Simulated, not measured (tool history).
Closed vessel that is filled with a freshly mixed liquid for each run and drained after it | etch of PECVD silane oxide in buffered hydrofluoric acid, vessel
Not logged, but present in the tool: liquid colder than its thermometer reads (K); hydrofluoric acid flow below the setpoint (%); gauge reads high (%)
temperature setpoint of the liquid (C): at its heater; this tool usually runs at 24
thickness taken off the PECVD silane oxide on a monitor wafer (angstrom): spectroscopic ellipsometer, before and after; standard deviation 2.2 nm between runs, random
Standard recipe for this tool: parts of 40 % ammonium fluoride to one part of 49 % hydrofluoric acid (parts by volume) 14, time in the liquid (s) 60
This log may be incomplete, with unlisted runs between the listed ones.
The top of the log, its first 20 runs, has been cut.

run,hour,temperature setpoint of the liquid (C),parts of 40 % ammonium fluoride to one part of 49 % hydrofluoric acid (parts by volume),time in the liquid (s),wafers since the last listed run,hours since the thermometer was replaced,hours since the hydrofluoric acid flow meter was replaced,hours since the gauge calibration,"read-back film thickness of the PECVD silane oxide reference wafer, read on the same gauge (nm)",thickness taken off the PECVD silane oxide on a monitor wafer (angstrom)
# hour 942.6: gauge calibrated
21,1029.2,21.5,14,30,27219,2540.4,370.9,86.6,60.4,1020.1
22,1065,24,14,60,4741,2576.2,406.7,122.4,60.62,2408.8
# hour 1101.9: thermometer replaced
23,1125.6,24,14,75,7894,23.7,467.3,183,60.91,2936.1
24,1163.2,24,14,60,4980,61.3,504.9,220.6,61.11,2381
# hour 1209.4: hydrofluoric acid flow meter replaced
25,1215.7,22,14,70,6821,113.8,6.3,273.1,61.31,2490.6
26,1239.7,22,17,60,3178,137.8,30.3,297.1,61.44,1768.5
27,1269.9,24,14,60,4000,168,60.5,327.3,61.55,2418.9
28,1311.1,24,12,70,5457,209.2,101.7,368.5,61.69,3285.7
29,1441.7,20.5,9,90,17298,339.8,232.3,499.1,62.02,4402.8
30,1487.1,20.5,9,90,6013,385.2,277.7,544.5,62.18,4410.6
31,1513.7,24,14,30,3523,411.8,304.3,571.1,62.25,1212.8
32,1567.2,24,14,60,7086,465.3,357.8,624.6,62.33,2437.1
33,1635.8,27.5,15.5,60,9086,533.9,426.4,693.2,62.44,2653.9

Below are 3 alternative next runs, each starting from the tool's condition after run 33. Predict each:
A,1636.5,24,14,50,92,534.6,427.1,693.9,?,?
B,1636.5,24,14,90,92,534.6,427.1,693.9,?,?
C,1636.5,20,16.5,30,92,534.6,427.1,693.9,?,?

run,"read-back film thickness of the PECVD silane oxide reference wafer, read on the same gauge (nm)",thickness taken off the PECVD silane oxide on a monitor wafer (angstrom)
A,62.46,2014.3
B,62.46,3625.7
C,62.46,824.1
The same runs, with their run-to-run variation unchanged, on a tool lacking any hidden condition would have given:
run,thickness taken off the PECVD silane oxide on a monitor wafer (angstrom)
A,1935.3
B,3483.6
C,791.8
